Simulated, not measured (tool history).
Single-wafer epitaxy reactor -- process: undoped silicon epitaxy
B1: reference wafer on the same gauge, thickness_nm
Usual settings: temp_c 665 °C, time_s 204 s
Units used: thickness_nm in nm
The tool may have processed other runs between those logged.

Run 1, day 0: usual settings but temp_c 672 °C; B1 49.501. Result: thickness_nm 53.97 nm.
Run 2, day 6.812: usual settings; B1 49.496. Result: thickness_nm 45.624 nm.
Run 3, day 9.638: usual settings; B1 49.644. Result: thickness_nm 45.303 nm.
Run 4, day 13.421: usual settings; B1 49.637. Result: thickness_nm 45.861 nm.
Run 5, day 17.675: usual settings but time_s 191 s; B1 49.578. Result: thickness_nm 42.351 nm.
Run 6, day 20.392: usual settings; B1 49.586. Result: thickness_nm 45.049 nm.
Run 7, day 23.071: usual settings; B1 49.74. Result: thickness_nm 44.858 nm.
Run 8, day 25.742: usual settings but temp_c 654 °C, time_s 174 s; B1 49.765. Result: thickness_nm 29.938 nm.
At day 29.446: pyrometer calibrated.
Run 9, day 29.683: usual settings but time_s 175 s; B1 49.689. Result: thickness_nm 39.932 nm.
At day 33.454: gauge calibrated.
Run 10, day 38.217: usual settings; B1 49.609. Result: thickness_nm 46.636 nm.
Run 11, day 40.358: usual settings but time_s 230 s; B1 49.646. Result: thickness_nm 52.108 nm.
Run 12, day 44.45: usual settings but temp_c 671 °C, time_s 170 s; B1 49.59. Result: thickness_nm 43.841 nm.
Run 13, day 48.279: usual settings; B1 49.557. Result: thickness_nm 46.156 nm.
Run 14, day 51.742: usual settings but temp_c 674 °C, time_s 173 s; B1 49.589. Result: thickness_nm 47.832 nm.
Run 15, day 64.854: usual settings but temp_c 654 °C; B1 49.658. Result: thickness_nm 35.842 nm.

Hidden state, per run?
gauge reads high (%): 0 across all the runs
H1: wafer temperature above the value expected at the setpoint (K)
run      H1
  1  -0.647
  2  -0.906
  3   -1.02
  4   -1.19
  5   -1.39
  6   -1.52
  7   -1.65
  8    -1.8
  9  -0.234
 10  -0.261
 11  -0.276
 12  -0.313
 13  -0.358
 14  -0.408
 15  -0.674

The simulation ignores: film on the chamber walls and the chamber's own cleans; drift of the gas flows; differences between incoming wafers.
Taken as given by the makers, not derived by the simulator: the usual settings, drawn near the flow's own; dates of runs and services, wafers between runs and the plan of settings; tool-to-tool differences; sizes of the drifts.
